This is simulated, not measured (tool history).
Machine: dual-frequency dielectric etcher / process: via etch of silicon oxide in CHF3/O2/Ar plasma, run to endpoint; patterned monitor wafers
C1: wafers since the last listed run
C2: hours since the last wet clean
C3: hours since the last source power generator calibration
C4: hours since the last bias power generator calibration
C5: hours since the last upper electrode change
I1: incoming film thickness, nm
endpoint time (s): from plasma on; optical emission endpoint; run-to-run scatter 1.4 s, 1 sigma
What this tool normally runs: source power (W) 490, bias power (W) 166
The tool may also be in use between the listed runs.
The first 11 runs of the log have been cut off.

run 12 hour=507.1 | source_power_(W)=490 bias_power_(W)=166 | C1=229 C2=143.6 C3=97.4 C4=49 C5=3864.3 | I1=621.5 | endpoint_time_(s)=326.2
run 13 hour=538 | source_power_(W)=490 bias_power_(W)=141 | C1=210 C2=174.5 C3=128.3 C4=79.9 C5=3895.2 | I1=622.8 | endpoint_time_(s)=347
run 14 hour=609 | source_power_(W)=490 bias_power_(W)=141 | C1=482 C2=245.5 C3=199.3 C4=150.9 C5=3966.2 | I1=625.9 | endpoint_time_(s)=348.2
run 15 hour=640.5 | source_power_(W)=490 bias_power_(W)=166 | C1=214 C2=277 C3=230.8 C4=182.4 C5=3997.7 | I1=619.3 | endpoint_time_(s)=322.1
run 16 hour=700.1 | source_power_(W)=490 bias_power_(W)=140 | C1=405 C2=336.6 C3=290.4 C4=242 C5=4057.3 | I1=629.2 | endpoint_time_(s)=351
run 17 hour=725.1 | source_power_(W)=450 bias_power_(W)=166 | C1=169 C2=361.6 C3=315.4 C4=267 C5=4082.3 | I1=626.5 | endpoint_time_(s)=330
run 18 hour=758.6 | source_power_(W)=490 bias_power_(W)=166 | C1=227 C2=395.1 C3=348.9 C4=300.5 C5=4115.8 | I1=623 | endpoint_time_(s)=324.5
-- hour=786.1 upper electrode replaced
run 19 hour=787.6 | source_power_(W)=390 bias_power_(W)=155 | C1=33 C2=424.1 C3=377.9 C4=329.5 C5=1.5 | I1=625 | endpoint_time_(s)=354.7
run 20 hour=818.6 | source_power_(W)=490 bias_power_(W)=166 | C1=210 C2=455.1 C3=408.9 C4=360.5 C5=32.5 | I1=622.1 | endpoint_time_(s)=327.7
run 21 hour=865.5 | source_power_(W)=530 bias_power_(W)=183 | C1=318 C2=502 C3=455.8 C4=407.4 C5=79.4 | I1=614 | endpoint_time_(s)=300.9
-- hour=946 wet clean of the chamber
run 22 hour=946.5 | source_power_(W)=440 bias_power_(W)=208 | C1=387 C2=0.5 C3=536.8 C4=488.4 C5=160.4 | I1=623 | endpoint_time_(s)=302.9
run 23 hour=960.9 | source_power_(W)=490 bias_power_(W)=152 | C1=97 C2=14.9 C3=551.2 C4=502.8 C5=174.8 | I1=614.1 | endpoint_time_(s)=330
run 24 hour=1018.8 | source_power_(W)=550 bias_power_(W)=166 | C1=393 C2=72.8 C3=609.1 C4=560.7 C5=232.7 | I1=625.8 | endpoint_time_(s)=318.9
run 25 hour=1077.4 | source_power_(W)=490 bias_power_(W)=166 | C1=398 C2=131.4 C3=667.7 C4=619.3 C5=291.3 | I1=625.9 | endpoint_time_(s)=326.4
run 26 hour=1133.1 | source_power_(W)=450 bias_power_(W)=191 | C1=378 C2=187.1 C3=723.4 C4=675 C5=347 | I1=618.8 | endpoint_time_(s)=309

Expected results for the next run?
run 27 hour=1176.5 | source_power_(W)=560 bias_power_(W)=126 | C1=295 C2=230.5 C3=766.8 C4=718.4 C5=390.4 | I1=619.5 | endpoint_time_(s)=?

Run 27 measured endpoint time (s) 348.3.
Without the tool's hidden state the same run would have given endpoint time (s) 348.3.
